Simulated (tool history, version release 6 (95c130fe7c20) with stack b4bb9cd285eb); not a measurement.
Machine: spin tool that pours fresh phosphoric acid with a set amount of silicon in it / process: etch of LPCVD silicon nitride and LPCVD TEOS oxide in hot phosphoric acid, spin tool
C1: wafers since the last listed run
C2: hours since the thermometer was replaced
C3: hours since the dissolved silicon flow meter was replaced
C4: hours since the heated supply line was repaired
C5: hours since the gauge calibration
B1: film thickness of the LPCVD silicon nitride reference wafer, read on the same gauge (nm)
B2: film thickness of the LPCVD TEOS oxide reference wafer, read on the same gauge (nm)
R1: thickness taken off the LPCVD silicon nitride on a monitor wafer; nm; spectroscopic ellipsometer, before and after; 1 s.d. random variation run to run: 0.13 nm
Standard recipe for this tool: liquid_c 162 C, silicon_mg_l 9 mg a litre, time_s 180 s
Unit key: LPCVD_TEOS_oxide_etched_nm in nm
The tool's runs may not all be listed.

run 1 hour=0 | liquid_c=159.5 silicon_mg_l=11 time_s=140 | C1=0 C2=73.4 C3=1248.6 C4=197.8 C5=205.9 | B1=89.94 B2=90.027 | R1=10.72 LPCVD_TEOS_oxide_etched_nm=0.381
run 2 hour=51.3 | liquid_c=160 silicon_mg_l=11 time_s=220 | C1=328 C2=124.7 C3=1299.9 C4=249.1 C5=257.2 | B1=89.97 B2=89.99 | R1=17.04 LPCVD_TEOS_oxide_etched_nm=0.594
run 3 hour=116.8 | liquid_c=162 silicon_mg_l=9 time_s=255 | C1=418 C2=190.2 C3=1365.4 C4=314.6 C5=322.7 | B1=89.98 B2=89.994 | R1=21.13 LPCVD_TEOS_oxide_etched_nm=0.941
-- hour=233.2 dissolved silicon flow meter replaced
run 4 hour=289.9 | liquid_c=161 silicon_mg_l=3 time_s=265 | C1=1100 C2=363.3 C3=56.7 C4=487.7 C5=495.8 | B1=89.99 B2=90.013 | R1=21.38 LPCVD_TEOS_oxide_etched_nm=1.019
run 5 hour=329 | liquid_c=160.5 silicon_mg_l=5 time_s=80 | C1=250 C2=402.4 C3=95.8 C4=526.8 C5=534.9 | B1=89.96 B2=90.002 | R1=6.28 LPCVD_TEOS_oxide_etched_nm=0.285
run 6 hour=358.6 | liquid_c=162 silicon_mg_l=4 time_s=180 | C1=189 C2=432 C3=125.4 C4=556.4 C5=564.5 | B1=90.02 B2=90.003 | R1=14.92 LPCVD_TEOS_oxide_etched_nm=0.722
run 7 hour=386.2 | liquid_c=163 silicon_mg_l=9 time_s=75 | C1=176 C2=459.6 C3=153 C4=584 C5=592.1 | B1=90.02 B2=90.016 | R1=6.45 LPCVD_TEOS_oxide_etched_nm=0.285
run 8 hour=442.5 | liquid_c=162 silicon_mg_l=9 time_s=85 | C1=360 C2=515.9 C3=209.3 C4=640.3 C5=648.4 | B1=90.03 B2=90.007 | R1=7.05 LPCVD_TEOS_oxide_etched_nm=0.327
-- hour=468.8 thermometer replaced
run 9 hour=496.1 | liquid_c=162 silicon_mg_l=9 time_s=180 | C1=336 C2=27.3 C3=262.9 C4=693.9 C5=702 | B1=90.02 B2=89.988 | R1=14.77 LPCVD_TEOS_oxide_etched_nm=0.631
run 10 hour=560.2 | liquid_c=162 silicon_mg_l=9 time_s=180 | C1=410 C2=91.4 C3=327 C4=758 C5=766.1 | B1=90 B2=89.99 | R1=14.94 LPCVD_TEOS_oxide_etched_nm=0.655
-- hour=565.1 heated supply line repaired
run 11 hour=601.3 | liquid_c=161 silicon_mg_l=9 time_s=80 | C1=256 C2=132.5 C3=368.1 C4=36.2 C5=807.2 | B1=90.01 B2=90.022 | R1=6.46 LPCVD_TEOS_oxide_etched_nm=0.246
run 12 hour=643 | liquid_c=162 silicon_mg_l=9 time_s=235 | C1=266 C2=174.2 C3=409.8 C4=77.9 C5=848.9 | B1=89.98 B2=89.992 | R1=19.73 LPCVD_TEOS_oxide_etched_nm=0.812
run 13 hour=698.9 | liquid_c=160.5 silicon_mg_l=11 time_s=105 | C1=357 C2=230.1 C3=465.7 C4=133.8 C5=904.8 | B1=90.02 B2=90.013 | R1=8.22 LPCVD_TEOS_oxide_etched_nm=0.319
run 14 hour=748.8 | liquid_c=162 silicon_mg_l=9 time_s=180 | C1=319 C2=280 C3=515.6 C4=183.7 C5=954.7 | B1=89.99 B2=89.993 | R1=14.89 LPCVD_TEOS_oxide_etched_nm=0.616
run 15 hour=779.5 | liquid_c=162 silicon_mg_l=9 time_s=180 | C1=196 C2=310.7 C3=546.3 C4=214.4 C5=985.4 | B1=89.96 B2=89.985 | R1=14.85 LPCVD_TEOS_oxide_etched_nm=0.651
run 16 hour=834.1 | liquid_c=161 silicon_mg_l=3.5 time_s=180 | C1=349 C2=365.3 C3=600.9 C4=269 C5=1040 | B1=90.01 B2=89.969 | R1=14.34 LPCVD_TEOS_oxide_etched_nm=0.653
run 17 hour=901.5 | liquid_c=159 silicon_mg_l=9 time_s=95 | C1=431 C2=432.7 C3=668.3 C4=336.4 C5=1107.4 | B1=89.97 B2=90.008 | R1=7.07 LPCVD_TEOS_oxide_etched_nm=0.252
run 18 hour=953.6 | liquid_c=162 silicon_mg_l=9 time_s=275 | C1=333 C2=484.8 C3=720.4 C4=388.5 C5=1159.5 | B1=90.01 B2=90.013 | R1=22.77 LPCVD_TEOS_oxide_etched_nm=0.948
-- hour=969 thermometer replaced
run 19 hour=980.6 | liquid_c=162 silicon_mg_l=9 time_s=80 | C1=166 C2=11.6 C3=747.4 C4=415.5 C5=1186.5 | B1=89.99 B2=89.975 | R1=6.56 LPCVD_TEOS_oxide_etched_nm=0.284
run 20 hour=1029.6 | liquid_c=160 silicon_mg_l=6 time_s=145 | C1=313 C2=60.6 C3=796.4 C4=464.5 C5=1235.5 | B1=89.94 B2=89.997 | R1=11.25 LPCVD_TEOS_oxide_etched_nm=0.482

Run 21 has not been measured yet. What should we expect?
run 21 hour=1094.1 | liquid_c=163 silicon_mg_l=2.5 time_s=70 | C1=412 C2=125.1 C3=860.9 C4=529 C5=1300 | B1=? B2=? | R1=? LPCVD_TEOS_oxide_etched_nm=?

{"run 21": {"B1": 89.98, "B2": 89.975, "R1": 5.96, "LPCVD_TEOS_oxide_etched_nm": 0.301}}
With no hidden state in the tool, this same run would have given R1 5.96 nm, LPCVD_TEOS_oxide_etched_nm 0.301 nm.

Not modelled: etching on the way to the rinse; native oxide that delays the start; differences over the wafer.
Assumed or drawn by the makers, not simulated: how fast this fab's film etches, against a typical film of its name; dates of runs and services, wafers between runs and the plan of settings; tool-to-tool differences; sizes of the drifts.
